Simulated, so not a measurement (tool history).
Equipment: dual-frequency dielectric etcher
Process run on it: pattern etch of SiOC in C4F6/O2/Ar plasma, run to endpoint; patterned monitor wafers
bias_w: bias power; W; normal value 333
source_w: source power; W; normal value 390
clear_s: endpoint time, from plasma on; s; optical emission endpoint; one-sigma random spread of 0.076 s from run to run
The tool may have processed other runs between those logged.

run	hour	bias_w	source_w	incoming incoming film thickness, nm	clear_s
1	0	333	390	52.7	21.4
2	14.5	333	390	52.8	21.4
# hour 54.1: wet clean of the chamber
# hour 54.3: upper electrode replaced
3	54.6	333	390	53.2	22.5
4	55	333	390	52.9	22.6
5	55.3	333	320	53.2	23.5
6	66.9	333	320	52.9	23.4
7	81.3	333	320	52.9	23.2
8	92.2	333	390	53.4	22.6
9	99.8	333	290	53.1	23.8
# hour 114.9: bias power generator calibrated
# hour 118.4: source power generator calibrated
10	118.9	333	350	53.1	23
11	130	333	390	53.1	22.4
12	138.8	382	330	53.1	22.5
13	146	333	480	52.9	21.2
14	156.9	395	330	52.6	22.1
15	168.7	270	470	53	22.2
16	175.6	333	390	53	22.3

Predict each of these 3 candidate next runs independently; none follows another, all start after run 16:
A	176	369	390	53.2	?
B	176	382	310	53.2	?
C	176	376	340	53.2	?

run	clear_s
A	21.9
B	22.8
C	22.4
What these runs would have given with no unlogged condition in the tool:
run	clear_s
A	22.1
B	23
C	22.7

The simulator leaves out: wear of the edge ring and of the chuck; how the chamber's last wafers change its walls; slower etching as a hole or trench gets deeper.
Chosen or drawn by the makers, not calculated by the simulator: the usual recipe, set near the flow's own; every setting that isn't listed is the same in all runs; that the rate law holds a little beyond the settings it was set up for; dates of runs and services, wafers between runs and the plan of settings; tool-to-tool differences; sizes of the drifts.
